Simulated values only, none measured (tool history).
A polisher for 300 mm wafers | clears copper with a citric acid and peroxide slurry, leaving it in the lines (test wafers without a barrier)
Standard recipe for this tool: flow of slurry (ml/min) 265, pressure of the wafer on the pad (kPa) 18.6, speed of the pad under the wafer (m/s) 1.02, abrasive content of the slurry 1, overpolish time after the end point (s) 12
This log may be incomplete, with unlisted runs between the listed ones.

| run | hour | flow of slurry (ml/min) | pressure of the wafer on the pad (kPa) | speed of the pad under the wafer (m/s) | abrasive content of the slurry | overpolish time after the end point (s) | incoming thickness of the incoming film, nm | time until the end point was called (s) | dishing of a wide line in a test structure (angstrom) |
|---|---|---|---|---|---|---|---|---|---|
| 1 | 0.0 | 265 | 18.6 | 1.02 | 1 | 15 | 165.9 | 85.0 | 196 |
|  | 8.6 | head pressure recalibrated |
|  | 42.6 | worn pad replaced by a new one |
| 2 | 43.5 | 265 | 18.6 | 1.02 | 1 | 15 | 167.7 | 86.9 | 195 |
|  | 63.8 | slurry blender recalibrated |
| 3 | 94.9 | 265 | 18.6 | 1.02 | 1 | 12 | 165.0 | 81.1 | 165 |
| 4 | 140.6 | 265 | 18.6 | 0.92 | 1 | 12 | 162.5 | 92.7 | 148 |
| 5 | 199.6 | 265 | 18.6 | 0.92 | 1 | 12 | 162.5 | 91.5 | 147 |
|  | 223.0 | slurry blender recalibrated |
|  | 223.9 | worn pad replaced by a new one |
| 6 | 225.4 | 265 | 18.6 | 1.02 | 1 | 12 | 163.7 | 79.9 | 164 |
| 7 | 284.6 | 265 | 18.6 | 1.02 | 1 | 12 | 166.3 | 84.6 | 166 |
|  | 287.6 | slurry nozzle cleaned |
| 8 | 330.1 | 265 | 18.6 | 1.02 | 1 | 12 | 166.7 | 83.3 | 164 |

The next listed run, before its measurement:
|  | 364.7 | slurry blender recalibrated |
| 9 | 374.0 | 265 | 16.5 | 0.90 | 1 | 12 | 168.0 | ? | ? |

Run 9 yielded time until the end point was called (s) 107.5, dishing of a wide line in a test structure (angstrom) 134.
Were there no unlogged condition in the tool, this run, its random variation unchanged, would have produced time until the end point was called (s) 107.1, dishing of a wide line in a test structure (angstrom) 134.
